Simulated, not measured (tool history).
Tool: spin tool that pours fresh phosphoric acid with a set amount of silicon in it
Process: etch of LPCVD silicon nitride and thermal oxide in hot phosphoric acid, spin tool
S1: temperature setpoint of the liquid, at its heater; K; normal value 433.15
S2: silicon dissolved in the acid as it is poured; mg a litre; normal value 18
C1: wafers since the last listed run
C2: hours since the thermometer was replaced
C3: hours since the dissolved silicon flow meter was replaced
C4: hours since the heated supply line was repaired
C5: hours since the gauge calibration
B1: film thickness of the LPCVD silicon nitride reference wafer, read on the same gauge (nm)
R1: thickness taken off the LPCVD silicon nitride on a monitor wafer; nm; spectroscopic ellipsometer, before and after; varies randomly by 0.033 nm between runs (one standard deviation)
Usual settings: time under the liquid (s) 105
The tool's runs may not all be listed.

run 1 hour=0 | S1=433.15 S2=25.5 time_under_the_liquid_(s)=105 | C1=0 C2=1237.6 C3=460.6 C4=1017.8 C5=1971.5 | B1=40 | R1=9.45
run 2 hour=86.9 | S1=433.15 S2=25.5 time_under_the_liquid_(s)=105 | C1=1170 C2=1324.5 C3=547.5 C4=1104.7 C5=2058.4 | B1=40.01 | R1=9.37
-- hour=130.8 thermometer replaced
run 3 hour=157.4 | S1=433.15 S2=18 time_under_the_liquid_(s)=90 | C1=935 C2=26.6 C3=618 C4=1175.2 C5=2128.9 | B1=39.98 | R1=8.05
run 4 hour=233.8 | S1=433.15 S2=18 time_under_the_liquid_(s)=90 | C1=1028 C2=103 C3=694.4 C4=1251.6 C5=2205.3 | B1=40 | R1=7.99
-- hour=292.2 dissolved silicon flow meter replaced
run 5 hour=309.2 | S1=430.65 S2=26 time_under_the_liquid_(s)=125 | C1=1001 C2=178.4 C3=17 C4=1327 C5=2280.7 | B1=40 | R1=10.24
run 6 hour=372.1 | S1=433.15 S2=26.5 time_under_the_liquid_(s)=85 | C1=847 C2=241.3 C3=79.9 C4=1389.9 C5=2343.6 | B1=40.01 | R1=7.6
-- hour=388.4 gauge calibrated
run 7 hour=458.5 | S1=433.15 S2=18 time_under_the_liquid_(s)=105 | C1=1163 C2=327.7 C3=166.3 C4=1476.3 C5=70.1 | B1=39.97 | R1=9.32
-- hour=514.6 heated supply line repaired
run 8 hour=553.9 | S1=435.65 S2=18 time_under_the_liquid_(s)=55 | C1=1271 C2=423.1 C3=261.7 C4=39.3 C5=165.5 | B1=40 | R1=5.5
run 9 hour=641.1 | S1=433.15 S2=18 time_under_the_liquid_(s)=75 | C1=1174 C2=510.3 C3=348.9 C4=126.5 C5=252.7 | B1=40.01 | R1=6.88
run 10 hour=731.6 | S1=433.15 S2=18 time_under_the_liquid_(s)=105 | C1=1218 C2=600.8 C3=439.4 C4=217 C5=343.2 | B1=40.03 | R1=9.61
run 11 hour=834.8 | S1=435.65 S2=24 time_under_the_liquid_(s)=105 | C1=1389 C2=704 C3=542.6 C4=320.2 C5=446.4 | B1=39.98 | R1=10.42
run 12 hour=878.4 | S1=432.15 S2=22 time_under_the_liquid_(s)=145 | C1=587 C2=747.6 C3=586.2 C4=363.8 C5=490 | B1=39.99 | R1=12.74
run 13 hour=966.5 | S1=430.65 S2=26 time_under_the_liquid_(s)=125 | C1=1186 C2=835.7 C3=674.3 C4=451.9 C5=578.1 | B1=39.99 | R1=10.45

Estimate the outcome of run 14 from the log above:
-- hour=1010.8 dissolved silicon flow meter replaced
run 14 hour=1037.5 | S1=433.15 S2=10 time_under_the_liquid_(s)=75 | C1=942 C2=906.7 C3=26.7 C4=522.9 C5=649.1 | B1=? | R1=?

Logged for run 14: B1 39.98, R1 6.78 nm.
If the tool had no hidden condition, the same run with the same run-to-run variation would have returned R1 6.89 nm.
